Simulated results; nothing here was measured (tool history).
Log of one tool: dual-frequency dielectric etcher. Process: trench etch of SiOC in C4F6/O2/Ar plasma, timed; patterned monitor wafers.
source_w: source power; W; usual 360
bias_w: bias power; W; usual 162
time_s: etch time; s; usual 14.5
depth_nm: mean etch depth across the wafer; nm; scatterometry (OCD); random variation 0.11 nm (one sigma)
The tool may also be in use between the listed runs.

run,hour,source_w,bias_w,time_s,"read-back reference wafer on the same gauge, depth_nm",depth_nm
1,0.0,360,162,14.5,28.29,27.47
2,104.3,360,162,14.5,28.33,27.48
3,196.4,360,162,14.5,28.32,27.41
4,300.5,360,135,16.5,28.32,29.07
5,354.5,360,135,16.5,28.28,29.31
6,455.9,360,135,16.5,28.33,29.14
# hour 496.0: wet clean of the chamber
7,526.5,300,162,18.0,28.34,32.95
# hour 652.7: source power generator calibrated
8,789.1,300,162,18.0,28.31,32.41
# hour 898.3: wet clean of the chamber
9,898.8,300,162,18.0,28.30,32.71
# hour 921.3: bias power generator calibrated
# hour 958.8: upper electrode replaced
10,959.3,360,162,13.0,28.31,24.56
# hour 970.2: gauge calibrated
11,988.5,400,141,14.5,28.32,26.75
12,1073.2,360,162,14.5,28.35,27.69
13,1166.3,360,162,18.5,28.29,34.94
14,1270.9,390,137,11.5,28.32,20.78
15,1330.4,360,162,14.5,28.35,27.44
# hour 1426.7: wet clean of the chamber
16,1427.2,400,141,14.5,28.30,26.62
17,1477.5,290,162,14.5,28.28,26.28
18,1537.0,410,176,16.5,28.29,32.92
19,1602.5,360,162,14.5,28.29,27.45
20,1699.0,420,151,12.0,28.27,22.94
21,1748.1,290,144,14.5,28.30,24.86

3 ways to go on from here, each from the tool as it stands after run 21. What would each give?
A,1748.5,360,162,12.0,?,?
B,1748.5,420,174,17.5,?,?
C,1748.5,410,129,16.5,?,?

run,"read-back reference wafer on the same gauge, depth_nm",depth_nm
A,28.31,22.75
B,28.31,35.37
C,28.31,29.57
Without the tool's hidden state the same runs would have given:
run,depth_nm
A,22.75
B,35.37
C,29.57
